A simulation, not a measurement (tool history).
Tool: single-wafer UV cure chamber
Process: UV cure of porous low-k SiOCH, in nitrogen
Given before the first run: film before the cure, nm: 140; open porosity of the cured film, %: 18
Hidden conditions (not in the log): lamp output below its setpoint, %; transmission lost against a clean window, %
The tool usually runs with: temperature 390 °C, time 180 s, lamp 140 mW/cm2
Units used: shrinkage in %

run,hour,temperature,time,lamp,wafers since the last listed run,hours since the UV bulbs were replaced,wafers since the quartz window was cleaned,shrinkage
1,0,390,180,164,0,992.8,312,12.881
2,34.9,403,180,140,472,1027.7,784,12.196
3,60.3,403,180,140,343,1053.1,1128,12.253
4,82.3,380,180,115,297,1075.1,1425,10.78
5,103.1,380,180,115,281,1095.9,1707,10.919
6,134.2,380,180,115,420,1127,2127,10.78
# hour 143.1: quartz window cleaned
7,163.8,390,180,140,292,1156.6,280,11.853
8,190.1,390,180,140,355,1182.9,636,11.699
9,267.5,385,180,140,1047,1260.3,1683,11.395
10,281.1,385,180,140,184,1273.9,1867,11.323
11,295.4,390,260,140,193,1288.2,2060,13.303
# hour 325.3: quartz window cleaned
12,366.5,402,215,161,853,1359.3,557,13.137
13,388.5,402,215,161,297,1381.3,854,13.063
14,403.5,390,255,140,202,1396.3,1057,12.862
15,416.8,390,180,140,179,1409.6,1237,11.081
16,452.4,409,180,156,481,1445.2,1719,11.962
# hour 475.2: UV bulbs replaced
# hour 475.5: quartz window cleaned
17,475.8,400,100,140,204,0.6,4,10.246
18,507.4,383,240,107,427,32.2,432,12.77
19,530.3,380,180,115,309,55.1,741,11.689
20,561.3,382,270,121,419,86.1,1161,13.844
21,577.9,409,255,103,224,102.7,1385,13.082
22,598.6,390,215,122,280,123.4,1665,12.886

How would selected steps in shrinkage from run to run divide? Give the signed amount a tool lacking its hidden state would still show from settings, what came in and random variation, and the signed amount left for the hidden state, including any gauge scatter that is not in both of the compared results.
Run 11 -> 12: temperature 390 -> 402, time 260 -> 215, lamp 140 -> 161, quartz window cleaned. shrinkage -0.166 %: hidden state -0.182, all else +0.016.
Run 16 -> 17: temperature 409 -> 400, time 180 -> 100, lamp 156 -> 140, UV bulbs replaced, quartz window cleaned. shrinkage -1.716 %: hidden state +1.712, all else -3.428.
Run 17 -> 18: temperature 400 -> 383, time 100 -> 240, lamp 140 -> 107. shrinkage +2.524 %: hidden state -0.018, all else +2.542.
Run 19 -> 20: temperature 380 -> 382, time 180 -> 270, lamp 115 -> 121. shrinkage +2.155 %: hidden state -0.014, all else +2.169.

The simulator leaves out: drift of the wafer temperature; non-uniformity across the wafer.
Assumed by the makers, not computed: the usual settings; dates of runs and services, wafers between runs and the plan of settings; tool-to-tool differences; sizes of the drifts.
